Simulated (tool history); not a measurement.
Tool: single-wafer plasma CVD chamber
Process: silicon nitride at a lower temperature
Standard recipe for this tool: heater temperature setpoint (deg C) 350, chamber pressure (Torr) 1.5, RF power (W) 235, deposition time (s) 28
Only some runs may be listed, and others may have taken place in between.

run    hour  heater temperature setpoint (deg C)  chamber pressure (Torr)  RF power (W)  deposition time (s)  read-back reference wafer on the same gauge, thickness_nm  mean film thickness on the monitor wafer (nm)
  1       0                                  357                     1.39           235                   28                                                     29.375                                         25.077
  2    70.5                                  357                     1.39           235                   28                                                     29.403                                         25.001
  3   144.3                                  357                     1.39           235                   28                                                       29.4                                         25.237
  4   203.4                                  356                      1.5           210                   28                                                     29.362                                         23.657
  5   288.5                                  356                      1.5           210                   28                                                     29.444                                         23.594
      304.7  -- thermocouple changed; heater temperature recalibrated
  6   370.9                                  350                      1.5           235                   28                                                     29.433                                         26.041
  7   408.9                                  350                      1.5           235                   28                                                     29.426                                         26.038
  8   583.2                                  350                      1.5           235                   28                                                     29.416                                         26.071
  9   688.8                                  350                      1.5           235                   28                                                     29.311                                         26.013
 10   753.7                                  350                      1.5           235                   28                                                      29.43                                         25.868
 11   792.4                                  350                      1.5           235                   28                                                     29.388                                         25.885
 12     886                                  350                      1.5           235                   28                                                     29.446                                         25.976
 13     981                                  350                      1.5           235                   28                                                     29.369                                         25.653
     1013.2  -- gauge calibrated
 14  1047.5                                  360                      1.5           200                 33.2                                                      29.36                                         26.172
 15  1153.2                                  350                      1.5           235                   28                                                     29.415                                         25.745
 16  1253.7                                  350                     1.67           195                 31.8                                                      29.45                                         25.472
     1300.1  -- thermocouple changed; heater temperature recalibrated
 17  1300.6                                  350                      1.5           235                   28                                                      29.39                                          25.22
     1314.4  -- RF generator calibrated
 18  1375.9                                  350                      1.5           235                   28                                                     29.434                                         26.061
     1398.9  -- showerhead replaced
 19  1429.9                                  341                      1.5           235                   28                                                      29.42                                         26.376
     1479.5  -- capacitance manometer re-zeroed and calibrated
 20  1486.2                                  350                      1.5           235                   28                                                     29.406                                         26.021
 21  1549.2                                  350                     1.67           235                   28                                                     29.325                                         27.519
 22    1616                                  361                      1.5           190                 23.1                                                     29.441                                         17.759
 23    1672                                  336                      1.5           235                   28                                                     29.361                                         26.276
 24    1770                                  344                      1.5           260                   28                                                     29.393                                         28.267
 25  1860.7                                  350                     1.64           235                 30.7                                                     29.311                                         29.628
 26  1900.2                                  358                      1.8           265                 23.2                                                     29.415                                         25.456
 27  1942.4                                  350                      1.5           235                   28                                                     29.398                                         25.881
 28  2010.6                                  350                      1.5           235                   28                                                     29.412                                         25.926
 29  2075.4                                  359                     1.19           210                 24.3                                                      29.41                                         17.695

Alternative continuations, all from the tool just after run 29; predict every row:
  A  2075.8                                  350                     1.69           235                   28                                                          ?                                              ?
  B  2075.8                                  361                     1.68           200                   28                                                          ?                                              ?
  C  2075.8                                  350                      1.5           260                 31.9                                                          ?                                              ?

run  read-back reference wafer on the same gauge, thickness_nm  mean film thickness on the monitor wafer (nm)
  A                                                     29.381                                         27.402
  B                                                     29.381                                         23.572
  C                                                     29.381                                         32.209
Take away the tool's hidden state, keep each run's random variation, and the runs would have read:
run  mean film thickness on the monitor wafer (nm)
  A                                         27.833
  B                                         23.958
  C                                         32.712
